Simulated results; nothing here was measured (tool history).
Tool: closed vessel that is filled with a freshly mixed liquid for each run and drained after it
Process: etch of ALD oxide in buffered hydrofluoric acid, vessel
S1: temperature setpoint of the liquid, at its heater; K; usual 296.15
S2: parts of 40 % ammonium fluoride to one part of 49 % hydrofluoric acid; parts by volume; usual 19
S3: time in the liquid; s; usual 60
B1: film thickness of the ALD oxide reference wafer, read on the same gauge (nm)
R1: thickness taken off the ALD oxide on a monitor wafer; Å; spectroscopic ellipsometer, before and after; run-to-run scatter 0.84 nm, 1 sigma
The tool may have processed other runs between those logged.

{"run": 1, "hour": 0.0, "S1": 296.15, "S2": 19, "S3": 75, "B1": 69.98, "R1": 1051.7}
{"run": 2, "hour": 13.9, "S1": 296.15, "S2": 16, "S3": 60, "B1": 70.01, "R1": 987.7}
{"run": 3, "hour": 26.0, "S1": 296.15, "S2": 16, "S3": 60, "B1": 70, "R1": 985.7}
{"run": 4, "hour": 56.3, "S1": 296.15, "S2": 16, "S3": 60, "B1": 69.97, "R1": 970.5}
{"run": 5, "hour": 80.7, "S1": 296.15, "S2": 14, "S3": 60, "B1": 70.01, "R1": 1130.4}
{"run": 6, "hour": 106.3, "S1": 296.15, "S2": 19, "S3": 60, "B1": 70.03, "R1": 847.3}
{"run": 7, "hour": 138.7, "S1": 300.15, "S2": 19, "S3": 60, "B1": 69.98, "R1": 1051.6}
{"run": 8, "hour": 153.2, "S1": 296.15, "S2": 17, "S3": 60, "B1": 70, "R1": 921.8}
{"run": 9, "hour": 179.6, "S1": 296.15, "S2": 19, "S3": 60, "B1": 69.99, "R1": 846.7}
{"run": 10, "hour": 208.4, "S1": 296.15, "S2": 19, "S3": 60, "B1": 70.01, "R1": 839.2}
{"run": 11, "hour": 253.4, "S1": 293.65, "S2": 19, "S3": 60, "B1": 70.02, "R1": 744.3}
{"hour": 272.9, "done": "gauge calibrated"}
{"run": 12, "hour": 277.5, "S1": 292.65, "S2": 19, "S3": 60, "B1": 70.02, "R1": 705}
{"run": 13, "hour": 313.3, "S1": 296.15, "S2": 19, "S3": 60, "B1": 70.01, "R1": 852.7}
{"hour": 337.7, "done": "thermometer replaced"}
{"run": 14, "hour": 391.6, "S1": 296.15, "S2": 19, "S3": 60, "B1": 69.96, "R1": 934.1}
{"run": 15, "hour": 412.9, "S1": 296.15, "S2": 19, "S3": 60, "B1": 70, "R1": 944.3}
{"hour": 418.3, "done": "hydrofluoric acid flow meter replaced"}
{"run": 16, "hour": 444.7, "S1": 299.15, "S2": 23.5, "S3": 30, "B1": 69.98, "R1": 428.5}
{"run": 17, "hour": 475.8, "S1": 291.65, "S2": 23, "S3": 35, "B1": 70.02, "R1": 332.2}
{"run": 18, "hour": 502.8, "S1": 297.65, "S2": 22.5, "S3": 60, "B1": 69.98, "R1": 799}
{"run": 19, "hour": 521.7, "S1": 296.15, "S2": 12.5, "S3": 60, "B1": 69.96, "R1": 1298.6}
{"run": 20, "hour": 545.3, "S1": 291.65, "S2": 22.5, "S3": 60, "B1": 70.03, "R1": 567.2}
{"run": 21, "hour": 565.7, "S1": 296.15, "S2": 19, "S3": 60, "B1": 69.99, "R1": 850.6}
{"run": 22, "hour": 596.2, "S1": 291.65, "S2": 19, "S3": 80, "B1": 70.01, "R1": 894.7}
{"run": 23, "hour": 625.7, "S1": 296.15, "S2": 13.5, "S3": 45, "B1": 69.97, "R1": 925.2}
{"run": 24, "hour": 639.9, "S1": 296.15, "S2": 19, "S3": 60, "B1": 69.96, "R1": 868.4}
{"run": 25, "hour": 671.8, "S1": 292.15, "S2": 25, "S3": 35, "B1": 70.03, "R1": 324.1}
{"run": 26, "hour": 685.6, "S1": 298.15, "S2": 15.5, "S3": 60, "B1": 70.02, "R1": 1162.6}
{"run": 27, "hour": 719.9, "S1": 296.15, "S2": 12, "S3": 70, "B1": 69.98, "R1": 1579.1}
{"run": 28, "hour": 745.0, "S1": 298.65, "S2": 21, "S3": 95, "B1": 69.96, "R1": 1457.5}
{"run": 29, "hour": 801.6, "S1": 291.65, "S2": 19, "S3": 75, "B1": 70.03, "R1": 854.1}
{"run": 30, "hour": 827.0, "S1": 298.15, "S2": 13.5, "S3": 60, "B1": 69.97, "R1": 1381.7}
{"run": 31, "hour": 849.5, "S1": 299.65, "S2": 15, "S3": 90, "B1": 70, "R1": 2018.5}
{"run": 32, "hour": 871.0, "S1": 296.15, "S2": 19, "S3": 60, "B1": 70.02, "R1": 888}
{"run": 33, "hour": 893.7, "S1": 296.15, "S2": 21, "S3": 60, "B1": 69.98, "R1": 801.1}
{"run": 34, "hour": 915.9, "S1": 296.15, "S2": 21, "S3": 60, "B1": 69.99, "R1": 808.9}
{"run": 35, "hour": 940.7, "S1": 296.15, "S2": 26.5, "S3": 85, "B1": 69.98, "R1": 971}

Below are 3 alternative next runs, each starting from the tool's condition after run 35. Predict each:
{"run": "A", "hour": 941.4, "S1": 296.15, "S2": 19, "S3": 60, "B1": "?", "R1": "?"}
{"run": "B", "hour": 941.4, "S1": 296.15, "S2": 19, "S3": 50, "B1": "?", "R1": "?"}
{"run": "C", "hour": 941.4, "S1": 296.15, "S2": 19, "S3": 90, "B1": "?", "R1": "?"}

run=A B1=69.98 R1=883.8
run=B B1=69.98 R1=736.5
run=C B1=69.98 R1=1325.7
Had the tool no hidden state, the same runs would have come out as:
run=A R1=843.2
run=B R1=702.7
run=C R1=1264.8
